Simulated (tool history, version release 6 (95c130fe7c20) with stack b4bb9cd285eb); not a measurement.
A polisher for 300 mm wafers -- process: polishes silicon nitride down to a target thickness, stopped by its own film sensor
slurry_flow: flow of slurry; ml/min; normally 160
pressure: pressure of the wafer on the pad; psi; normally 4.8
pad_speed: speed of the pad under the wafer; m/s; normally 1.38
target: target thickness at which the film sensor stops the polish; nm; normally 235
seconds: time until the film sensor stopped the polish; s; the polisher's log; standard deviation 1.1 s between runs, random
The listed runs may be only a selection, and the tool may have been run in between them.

run    hour  slurry_flow  pressure  pad_speed  target  wafers since the last listed run  wafers polished on this pad  hours since the slurry nozzle was cleaned  hours since the head pressure was calibrated  incoming thickness of the incoming film, nm  seconds
  1     0.0          160       4.8       1.38     235                                 0                         6120                                      482.0                                        1096.4                                        464.6     87.7
       50.9  -- head pressure recalibrated
  2    85.0          160       4.8       1.38     235                               976                         7097                                      567.0                                          34.1                                        468.8     92.4
  3   126.9          160       4.8       1.38     180                               493                         7590                                      608.9                                          76.0                                        469.9    117.9
  4   192.2          160       4.8       1.38     180                               768                         8359                                      674.2                                         141.3                                        465.2    115.3
  5   299.6          160       4.8       1.38     235                              1264                         9623                                      781.6                                         248.7                                        470.1     98.1
  6   337.3          160       4.8       1.38     235                               443                        10066                                      819.3                                         286.4                                        469.5    100.9
      377.1  -- slurry nozzle cleaned
      433.3  -- worn pad replaced by a new one
  7   439.9          160       4.8       1.38     235                              1148                           77                                       62.8                                         389.0                                        467.8     86.8
  8   530.1          160       4.8       1.50     235                              1061                         1139                                      153.0                                         479.2                                        463.8     82.6
  9   640.7          160       4.8       1.50     235                              1301                         2441                                      263.6                                         589.8                                        466.0     84.1
 10   732.0          160       4.8       1.50     235                              1074                         3515                                      354.9                                         681.1                                        469.9     86.7
 11   821.7          160       4.8       1.38     235                              1055                         4571                                      444.6                                         770.8                                        471.7     92.9
 12   881.7          185       4.3       1.38     186                               706                         5277                                      504.6                                         830.8                                        474.5    121.2
 13   947.5          135       4.8       1.38     281                               774                         6051                                      570.4                                         896.6                                        467.7     76.6
 14   985.8          120       5.9       1.54     170                               450                         6502                                      608.7                                         934.9                                        471.9     98.8
     1059.6  -- head pressure recalibrated
 15  1166.8          160       4.8       1.38     235                              2106                         8609                                      789.7                                         107.2                                        480.6    101.3
     1182.6  -- worn pad replaced by a new one
     1189.1  -- slurry nozzle cleaned
 16  1260.3          160       5.2       1.38     270                              1041                          902                                       71.2                                         200.7                                        475.0     71.7
 17  1444.2          160       4.8       1.52     235                              2164                         3067                                      255.1                                         384.6                                        469.9     84.4
 18  1498.8          130       4.8       1.38     176                               642                         3709                                      309.7                                         439.2                                        467.8    119.1
 19  1567.8          160       4.8       1.38     235                               812                         4521                                      378.7                                         508.2                                        468.0     88.9
 20  1647.3          160       4.8       1.38     190                               935                         5457                                      458.2                                         587.7                                        468.3    110.1
 21  1714.3          160       4.8       1.38     235                               788                         6246                                      525.2                                         654.7                                        472.2     96.0
 22  1790.8          160       4.8       1.38     203                               900                         7146                                      601.7                                         731.2                                        478.7    111.5
 23  1856.3          200       4.8       1.38     201                               770                         7917                                      667.2                                         796.7                                        467.7    103.0
 24  1920.6          160       4.8       1.38     235                               756                         8674                                      731.5                                         861.0                                        476.7    100.8
     1966.1  -- worn pad replaced by a new one
 25  2013.3          140       5.3       1.38     235                              1043                          554                                      824.2                                         953.7                                        469.0     87.7
     2043.3  -- slurry nozzle cleaned
 26  2086.4          160       4.8       1.38     235                               848                         1403                                       43.1                                        1026.8                                        476.5     88.1
 27  2193.2          160       4.8       1.24     235                              1257                         2660                                      149.9                                        1133.6                                        461.8     87.0
     2275.7  -- head pressure recalibrated
 28  2299.2          160       4.8       1.78     202                              1224                         3884                                      255.9                                          23.5                                        469.8     90.1
 29  2369.8          160       4.8       1.10     282                               830                         4715                                      326.5                                          94.1                                        467.3     79.6
 30  2450.0          125       4.8       1.64     308                               943                         5659                                      406.7                                         174.3                                        466.4     59.4
 31  2540.2          160       4.8       1.38     235                              1061                         6721                                      496.9                                         264.5                                        470.8     92.9
 32  2861.3          160       4.8       1.38     263                              3779                        10500                                      818.0                                         585.6                                        469.9     87.1
 33  2899.0          210       4.8       1.76     235                               443                        10944                                      855.7                                         623.3                                        466.9     81.7
     2945.2  -- worn pad replaced by a new one
 34  2967.5          160       4.3       0.98     235                               759                          262                                      924.2                                         691.8                                        474.6    130.1
 35  3007.3          160       4.8       1.24     235                               468                          731                                      964.0                                         731.6                                        468.7     99.4
     3010.2  -- slurry nozzle cleaned
 36  3245.9          160       3.9       1.66     235                              2796                         3527                                      235.7                                         970.2                                        467.4     96.3

A few steps of seconds between consecutive runs. Split each: what settings, incoming material and random variation would produce without the hidden state, and what is left over for the hidden state, along with gauge scatter present in only one of the two compared results (measured, and without hidden state):
Hidden state present: removal rate lost through wear of the pad, %; slurry flow missing at the pad, %; deviation of the head's pressure from its setpoint, %.
Run 6 -> 7: slurry nozzle cleaned, worn pad replaced by a new one. seconds -14.1 s: hidden state -13.3, all else -0.8.
Run 12 -> 13: slurry_flow 185 -> 135, pressure 4.3 -> 4.8, target 186 -> 281. seconds -44.6 s: hidden state -0.5, all else -44.1.
Run 15 -> 16: pressure 4.8 -> 5.2, target 235 -> 270, worn pad replaced by a new one, slurry nozzle cleaned. seconds -29.6 s: hidden state -11.4, all else -18.2.
Run 17 -> 18: slurry_flow 160 -> 130, pad_speed 1.52 -> 1.38, target 235 -> 176. seconds +34.7 s: hidden state +3.0, all else +31.7.
Run 25 -> 26: slurry_flow 140 -> 160, pressure 5.3 -> 4.8, slurry nozzle cleaned. seconds +0.4 s: hidden state -7.6, all else +8.0.
Run 33 -> 34: slurry_flow 210 -> 160, pressure 4.8 -> 4.3, pad_speed 1.76 -> 0.98, worn pad replaced by a new one. seconds +48.4 s: hidden state +0.6, all else +47.8.
